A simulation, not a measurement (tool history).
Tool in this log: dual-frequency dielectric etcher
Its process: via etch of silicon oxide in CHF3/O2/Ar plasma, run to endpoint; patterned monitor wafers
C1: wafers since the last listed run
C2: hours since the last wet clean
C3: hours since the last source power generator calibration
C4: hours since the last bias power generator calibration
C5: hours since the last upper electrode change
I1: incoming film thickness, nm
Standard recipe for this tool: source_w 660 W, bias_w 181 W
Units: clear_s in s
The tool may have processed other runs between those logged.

run 1 hour=0 | source_w=550 bias_w=154 | C1=0 C2=157.2 C3=2893.5 C4=4086.4 C5=2510.4 | I1=439.2 | clear_s=249.7
run 2 hour=102 | source_w=760 bias_w=150 | C1=500 C2=259.2 C3=2995.5 C4=4188.4 C5=2612.4 | I1=444 | clear_s=217.2
run 3 hour=144 | source_w=660 bias_w=192 | C1=206 C2=301.2 C3=3037.5 C4=4230.4 C5=2654.4 | I1=438.4 | clear_s=203.5
run 4 hour=209 | source_w=660 bias_w=192 | C1=319 C2=366.2 C3=3102.5 C4=4295.4 C5=2719.4 | I1=436 | clear_s=201.4
run 5 hour=316.6 | source_w=660 bias_w=167 | C1=528 C2=473.8 C3=3210.1 C4=4403 C5=2827 | I1=439.3 | clear_s=213.8
-- hour=377.7 wet clean of the chamber
run 6 hour=417.7 | source_w=660 bias_w=167 | C1=378 C2=40 C3=3311.2 C4=4504.1 C5=2928.1 | I1=438.9 | clear_s=224.5
run 7 hour=498.7 | source_w=660 bias_w=167 | C1=397 C2=121 C3=3392.2 C4=4585.1 C5=3009.1 | I1=440 | clear_s=223.5
run 8 hour=587.2 | source_w=660 bias_w=181 | C1=434 C2=209.5 C3=3480.7 C4=4673.6 C5=3097.6 | I1=438 | clear_s=212.6
run 9 hour=639.6 | source_w=660 bias_w=181 | C1=257 C2=261.9 C3=3533.1 C4=4726 C5=3150 | I1=438.5 | clear_s=211.7
run 10 hour=741.3 | source_w=660 bias_w=181 | C1=499 C2=363.6 C3=3634.8 C4=4827.7 C5=3251.7 | I1=436.2 | clear_s=208.6
run 11 hour=819 | source_w=660 bias_w=181 | C1=381 C2=441.3 C3=3712.5 C4=4905.4 C5=3329.4 | I1=441 | clear_s=208.4
run 12 hour=911 | source_w=660 bias_w=181 | C1=451 C2=533.3 C3=3804.5 C4=4997.4 C5=3421.4 | I1=439.7 | clear_s=209.4
-- hour=995.3 wet clean of the chamber
run 13 hour=1012.1 | source_w=660 bias_w=181 | C1=378 C2=16.8 C3=3905.6 C4=5098.5 C5=3522.5 | I1=434.7 | clear_s=212
run 14 hour=1164.3 | source_w=660 bias_w=215 | C1=747 C2=169 C3=4057.8 C4=5250.7 C5=3674.7 | I1=436.2 | clear_s=194.4
run 15 hour=1232.6 | source_w=660 bias_w=215 | C1=335 C2=237.3 C3=4126.1 C4=5319 C5=3743 | I1=437.6 | clear_s=193.2
-- hour=1286.4 bias power generator calibrated
run 16 hour=1293.8 | source_w=660 bias_w=181 | C1=280 C2=298.5 C3=4187.3 C4=7.4 C5=3804.2 | I1=435.6 | clear_s=207.7
run 17 hour=1361.8 | source_w=660 bias_w=181 | C1=333 C2=366.5 C3=4255.3 C4=75.4 C5=3872.2 | I1=442.5 | clear_s=209.4
run 18 hour=1440.5 | source_w=660 bias_w=181 | C1=386 C2=445.2 C3=4334 C4=154.1 C5=3950.9 | I1=440.8 | clear_s=210.8
run 19 hour=1482.7 | source_w=660 bias_w=181 | C1=207 C2=487.4 C3=4376.2 C4=196.3 C5=3993.1 | I1=435.5 | clear_s=205.8
-- hour=1518.1 wet clean of the chamber
run 20 hour=1536 | source_w=610 bias_w=212 | C1=143 C2=17.9 C3=4429.5 C4=249.6 C5=4046.4 | I1=437.9 | clear_s=206.7
run 21 hour=1626.2 | source_w=790 bias_w=162 | C1=442 C2=108.1 C3=4519.7 C4=339.8 C5=4136.6 | I1=438.2 | clear_s=210.7
-- hour=1706.8 upper electrode replaced, of another model than before
run 22 hour=1728.7 | source_w=560 bias_w=224 | C1=385 C2=210.6 C3=4622.2 C4=442.3 C5=21.9 | I1=440.2 | clear_s=213
run 23 hour=1823.4 | source_w=720 bias_w=215 | C1=464 C2=305.3 C3=4716.9 C4=537 C5=116.6 | I1=441.9 | clear_s=199.4
-- hour=1915.1 source power generator calibrated
run 24 hour=1925.1 | source_w=580 bias_w=162 | C1=479 C2=407 C3=10 C4=638.7 C5=218.3 | I1=440.4 | clear_s=223.1
run 25 hour=2014.4 | source_w=770 bias_w=216 | C1=438 C2=496.3 C3=99.3 C4=728 C5=307.6 | I1=434.9 | clear_s=183.9
-- hour=2099.4 wet clean of the chamber
run 26 hour=2099.9 | source_w=770 bias_w=210 | C1=301 C2=0.5 C3=184.8 C4=813.5 C5=393.1 | I1=435.9 | clear_s=195.6
run 27 hour=2142.4 | source_w=660 bias_w=148 | C1=208 C2=43 C3=227.3 C4=856 C5=435.6 | I1=436.2 | clear_s=223.8
run 28 hour=2223.4 | source_w=790 bias_w=148 | C1=397 C2=124 C3=308.3 C4=937 C5=516.6 | I1=437 | clear_s=209.3
run 29 hour=2308 | source_w=510 bias_w=221 | C1=415 C2=208.6 C3=392.9 C4=1021.6 C5=601.2 | I1=440.6 | clear_s=218.1
run 30 hour=2379.7 | source_w=660 bias_w=197 | C1=351 C2=280.3 C3=464.6 C4=1093.3 C5=672.9 | I1=436.8 | clear_s=206.5
run 31 hour=2478.9 | source_w=740 bias_w=181 | C1=486 C2=379.5 C3=563.8 C4=1192.5 C5=772.1 | I1=442.2 | clear_s=201.7
run 32 hour=2581.7 | source_w=660 bias_w=136 | C1=504 C2=482.3 C3=666.6 C4=1295.3 C5=874.9 | I1=441.1 | clear_s=221.4
-- hour=2637.4 wet clean of the chamber
run 33 hour=2663.6 | source_w=580 bias_w=201 | C1=284 C2=26.2 C3=748.5 C4=1377.2 C5=956.8 | I1=437.8 | clear_s=217.7
run 34 hour=2708.6 | source_w=660 bias_w=181 | C1=220 C2=71.2 C3=793.5 C4=1422.2 C5=1001.8 | I1=436.5 | clear_s=215.4
run 35 hour=2815.5 | source_w=660 bias_w=181 | C1=524 C2=178.1 C3=900.4 C4=1529.1 C5=1108.7 | I1=436.1 | clear_s=212.7
run 36 hour=2858.1 | source_w=660 bias_w=181 | C1=209 C2=220.7 C3=943 C4=1571.7 C5=1151.3 | I1=439.9 | clear_s=214.2

Consider 3 possible next runs. They are alternatives, not a sequence: every one starts from the tool as it was left by run 36. What does each give?
run A hour=2858.6 | source_w=590 bias_w=181 | C1=2 C2=221.2 C3=943.5 C4=1572.2 C5=1151.8 | I1=433.7 | clear_s=?
run B hour=2858.6 | source_w=820 bias_w=165 | C1=2 C2=221.2 C3=943.5 C4=1572.2 C5=1151.8 | I1=433.7 | clear_s=?
run C hour=2858.6 | source_w=510 bias_w=181 | C1=2 C2=221.2 C3=943.5 C4=1572.2 C5=1151.8 | I1=433.7 | clear_s=?

run=A clear_s=217.1
run=B clear_s=198.2
run=C clear_s=227.9
With the hidden condition removed and each run's random variation left untouched, the same runs would have given:
run=A clear_s=219.9
run=B clear_s=200.8
run=C clear_s=230.8
